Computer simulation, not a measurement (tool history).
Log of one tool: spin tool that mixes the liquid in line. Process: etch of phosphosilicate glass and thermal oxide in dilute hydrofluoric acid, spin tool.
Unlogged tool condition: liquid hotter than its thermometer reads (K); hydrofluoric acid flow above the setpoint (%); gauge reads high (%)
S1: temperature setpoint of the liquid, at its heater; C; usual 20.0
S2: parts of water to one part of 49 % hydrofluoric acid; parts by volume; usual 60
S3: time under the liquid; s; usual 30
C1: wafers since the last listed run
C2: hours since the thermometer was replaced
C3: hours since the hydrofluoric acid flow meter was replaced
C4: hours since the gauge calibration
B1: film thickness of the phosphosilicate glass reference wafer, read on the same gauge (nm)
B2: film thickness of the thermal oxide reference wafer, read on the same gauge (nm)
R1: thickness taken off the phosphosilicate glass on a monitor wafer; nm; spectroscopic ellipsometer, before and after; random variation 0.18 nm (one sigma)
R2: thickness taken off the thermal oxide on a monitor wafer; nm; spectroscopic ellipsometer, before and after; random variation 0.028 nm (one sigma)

run,hour,S1,S2,S3,C1,C2,C3,C4,B1,B2,R1,R2
1,0.0,20.0,75,30,0,348.4,883.4,696.4,150.00,29.989,43.39,1.729
2,61.1,20.0,75,30,936,409.5,944.5,757.5,149.98,29.998,43.34,1.756
3,126.9,20.0,60,30,1008,475.3,1010.3,823.3,149.97,30.003,55.29,2.180
4,171.7,20.0,60,30,686,520.1,1055.1,868.1,150.01,30.025,55.43,2.217
5,203.8,21.5,60,30,492,552.2,1087.2,900.2,149.97,29.987,58.67,2.420
6,266.0,21.5,60,30,953,614.4,1149.4,962.4,150.00,30.006,59.20,2.464
# hour 287.2: hydrofluoric acid flow meter replaced
7,322.4,22.0,60,30,849,670.8,35.2,1018.8,150.02,30.004,62.57,2.544
8,387.0,24.0,45,45,990,735.4,99.8,1083.4,149.99,30.016,138.13,5.671
9,427.1,20.0,60,30,614,775.5,139.9,1123.5,150.00,30.007,57.56,2.370
10,497.1,17.0,85,45,1073,845.5,209.9,1193.5,149.99,30.003,52.50,2.096
11,550.5,25.0,60,30,818,898.9,263.3,1246.9,150.01,29.983,71.27,2.867
12,595.5,20.0,60,30,689,943.9,308.3,1291.9,150.00,29.975,58.00,2.341
# hour 625.7: gauge calibrated
# hour 649.1: thermometer replaced
13,665.8,17.0,60,50,1062,16.7,378.6,40.1,149.99,30.015,84.86,3.438
# hour 691.4: hydrofluoric acid flow meter replaced, repeated, since the last time left the tool worse
14,717.5,20.0,80,25,777,68.4,26.1,91.8,150.01,30.005,32.85,1.356
15,765.2,20.0,60,30,731,116.1,73.8,139.5,150.04,29.968,53.72,2.150
16,794.5,21.5,75,20,449,145.4,103.1,168.8,150.01,29.984,29.95,1.237
17,835.2,24.0,60,30,623,186.1,143.8,209.5,149.98,29.992,63.82,2.572
18,873.0,22.0,70,15,579,223.9,181.6,247.3,150.00,30.007,24.87,0.997
19,938.6,20.0,60,30,1005,289.5,247.2,312.9,149.99,29.990,53.91,2.157
20,1110.0,22.5,85,15,2627,460.9,418.6,484.3,150.00,29.991,20.67,0.827
21,1179.6,22.5,80,30,1067,530.5,488.2,553.9,150.01,30.000,44.53,1.755
22,1282.7,17.0,90,15,1580,633.6,591.3,657.0,150.02,29.985,15.55,0.618
23,1340.4,17.0,75,30,884,691.3,649.0,714.7,149.99,30.007,38.01,1.549
24,1402.2,20.0,60,30,947,753.1,710.8,776.5,150.01,29.985,54.90,2.230

Here are 5 independent what-if runs from the current tool condition. What would each one return?
A,1402.6,20.0,90,30,6,753.5,711.2,776.9,?,?,?,?
B,1402.6,23.5,50,15,6,753.5,711.2,776.9,?,?,?,?
C,1402.6,17.0,50,35,6,753.5,711.2,776.9,?,?,?,?
D,1402.6,20.0,60,50,6,753.5,711.2,776.9,?,?,?,?
E,1402.6,17.0,35,40,6,753.5,711.2,776.9,?,?,?,?

run,B1,B2,R1,R2
A,150.01,30.029,35.45,1.435
B,150.01,30.029,38.67,1.565
C,150.01,30.029,68.47,2.772
D,150.01,30.029,91.68,3.712
E,150.01,30.029,113.66,4.601
Had the tool no hidden state, the same runs would have come out as:
run,R1,R2
A,34.41,1.393
B,37.58,1.521
C,66.57,2.695
D,89.08,3.606
E,110.52,4.474
